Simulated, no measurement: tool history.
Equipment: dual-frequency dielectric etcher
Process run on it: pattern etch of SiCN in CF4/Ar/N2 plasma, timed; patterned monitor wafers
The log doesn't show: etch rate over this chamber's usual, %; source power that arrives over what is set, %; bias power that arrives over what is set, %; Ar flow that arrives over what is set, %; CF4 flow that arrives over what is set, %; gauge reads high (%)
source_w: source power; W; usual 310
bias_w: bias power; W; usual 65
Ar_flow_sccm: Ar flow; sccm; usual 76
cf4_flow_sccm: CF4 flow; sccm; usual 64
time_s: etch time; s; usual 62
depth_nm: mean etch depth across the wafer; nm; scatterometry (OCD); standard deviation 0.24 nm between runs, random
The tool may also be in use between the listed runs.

run	hour	source_w	bias_w	Ar_flow_sccm	cf4_flow_sccm	time_s	wafers since the last listed run	hours since the last wet clean	hours since the last source power generator calibration	hours since the last bias power generator calibration	hours since the last Ar flow controller change	hours since the last CF4 flow controller change	hours since the last upper electrode change	hours since the gauge calibration	read-back reference wafer on the same gauge, depth_nm	depth_nm
1	0	310	65	90	50	62	0	164.7	5093	20.2	3646.7	5640.5	19.5	672.8	44.31	36.81
2	25.8	310	65	76	64	62	213	190.5	5118.8	46	3672.5	5666.3	45.3	698.6	44.21	38.56
3	49.3	370	65	76	58	62	194	214	5142.3	69.5	3696	5689.8	68.8	722.1	44.2	44.68
4	71.1	310	65	76	64	62	180	235.8	5164.1	91.3	3717.8	5711.6	90.6	743.9	44.21	39.28
# hour 77.9: Ar flow controller replaced
5	101.1	310	65	76	64	62	198	265.8	5194.1	121.3	23.2	5741.6	120.6	773.9	44.3	39.4
6	133.1	250	51	76	64	62	264	297.8	5226.1	153.3	55.2	5773.6	152.6	805.9	44.19	31.79
7	168.2	250	51	76	64	62	290	332.9	5261.2	188.4	90.3	5808.7	187.7	841	44.19	31.93
8	203.2	310	65	76	64	69.5	289	367.9	5296.2	223.4	125.3	5843.7	222.7	876	44.14	44.48
# hour 215.7: CF4 flow controller replaced
# hour 229.1: wet clean of the chamber
9	230.5	270	65	76	64	62	65	1.4	5323.5	250.7	152.6	14.8	250	903.3	44.12	33.51
10	243.1	340	80	90	64	43.5	104	14	5336.1	263.3	165.2	27.4	262.6	915.9	44.17	28.55
# hour 248.9: gauge calibrated
11	256	310	76	76	64	53.5	106	26.9	5349	276.2	178.1	40.3	275.5	7.1	44.19	33.45
12	276.2	370	70	82	64	71	167	47.1	5369.2	296.4	198.3	60.5	295.7	27.3	44.18	49.85
# hour 282.5: source power generator calibrated
13	289.3	310	65	76	64	51	75	60.2	6.8	309.5	211.4	73.6	308.8	40.4	44.23	31.14

The next listed run, before its measurement:
14	317.1	380	65	76	72	80	230	88	34.6	337.3	239.2	101.4	336.6	68.2	?	?

read-back reference wafer on the same gauge, depth_nm: 44.18
depth_nm: 58.2 nm
Minus the tool's unlogged condition, the same run would have read depth_nm 58.06 nm.
